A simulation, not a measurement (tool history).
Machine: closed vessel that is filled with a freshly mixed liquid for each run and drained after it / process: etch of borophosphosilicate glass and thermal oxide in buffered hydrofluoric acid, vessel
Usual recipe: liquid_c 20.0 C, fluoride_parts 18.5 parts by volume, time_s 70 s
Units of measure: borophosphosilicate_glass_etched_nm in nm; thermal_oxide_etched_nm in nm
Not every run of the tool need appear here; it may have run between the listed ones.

run,hour,liquid_c,fluoride_parts,time_s,"read-back film thickness of the borophosphosilicate glass reference wafer, read on the same gauge (nm)","read-back film thickness of the thermal oxide reference wafer, read on the same gauge (nm)",borophosphosilicate_glass_etched_nm,thermal_oxide_etched_nm
1,0.0,20.0,18.5,70,119.97,150.02,51.37,32.17
2,25.1,20.0,18.5,70,120.02,150.01,50.72,31.96
3,52.9,20.0,18.5,70,120.01,149.99,51.28,32.40
4,81.2,20.0,20.5,100,120.00,150.03,66.75,41.58
5,106.6,20.0,20.5,100,120.01,150.01,66.89,41.83
6,132.4,22.5,13.0,70,120.00,149.98,84.63,52.93
7,147.9,22.5,13.0,70,120.05,149.98,84.59,52.21
8,182.4,20.0,18.5,80,120.01,149.97,58.97,37.31
9,208.9,20.0,18.5,80,120.01,150.00,59.33,37.79
10,234.3,23.0,18.5,70,119.98,150.00,61.50,37.79
# hour 252.3: thermometer replaced
11,264.3,24.0,18.5,55,120.06,150.04,60.04,38.04
12,289.5,20.0,13.5,70,120.03,149.99,83.04,52.93
# hour 309.9: hydrofluoric acid flow meter replaced
13,312.2,25.0,16.0,50,120.02,150.02,60.21,38.50
14,326.4,20.0,18.5,100,120.02,149.98,79.76,49.78
# hour 334.0: gauge calibrated
15,350.0,22.0,18.5,70,119.99,150.01,61.96,39.00
16,385.4,25.0,16.0,50,120.04,150.03,60.43,38.55
17,409.7,20.0,18.5,80,119.98,149.99,64.38,39.96
18,438.0,22.5,18.5,105,119.99,149.96,96.36,60.49
19,451.3,23.5,18.5,70,120.00,150.04,67.25,43.10
20,481.5,20.0,18.5,45,120.01,150.03,35.92,22.51
21,506.8,18.0,21.0,90,119.98,150.01,57.32,35.89
22,536.5,17.0,25.0,100,119.98,150.03,53.63,33.69
23,571.7,23.0,14.0,105,120.00,150.01,131.03,81.33

Each row is a separate what-if for the run after 23, all from the same tool condition, not one after another. Results?
A,572.4,20.0,18.5,70,?,?,?,?
B,572.4,24.0,16.0,70,?,?,?,?
C,572.4,22.0,15.5,80,?,?,?,?

run,"read-back film thickness of the borophosphosilicate glass reference wafer, read on the same gauge (nm)","read-back film thickness of the thermal oxide reference wafer, read on the same gauge (nm)",borophosphosilicate_glass_etched_nm,thermal_oxide_etched_nm
A,119.97,150.02,55.98,34.90
B,119.97,150.02,80.50,50.28
C,119.97,150.02,85.13,53.10
What these runs would have given with no unlogged condition in the tool:
run,borophosphosilicate_glass_etched_nm,thermal_oxide_etched_nm
A,55.87,34.84
B,80.31,50.17
C,84.94,53.00

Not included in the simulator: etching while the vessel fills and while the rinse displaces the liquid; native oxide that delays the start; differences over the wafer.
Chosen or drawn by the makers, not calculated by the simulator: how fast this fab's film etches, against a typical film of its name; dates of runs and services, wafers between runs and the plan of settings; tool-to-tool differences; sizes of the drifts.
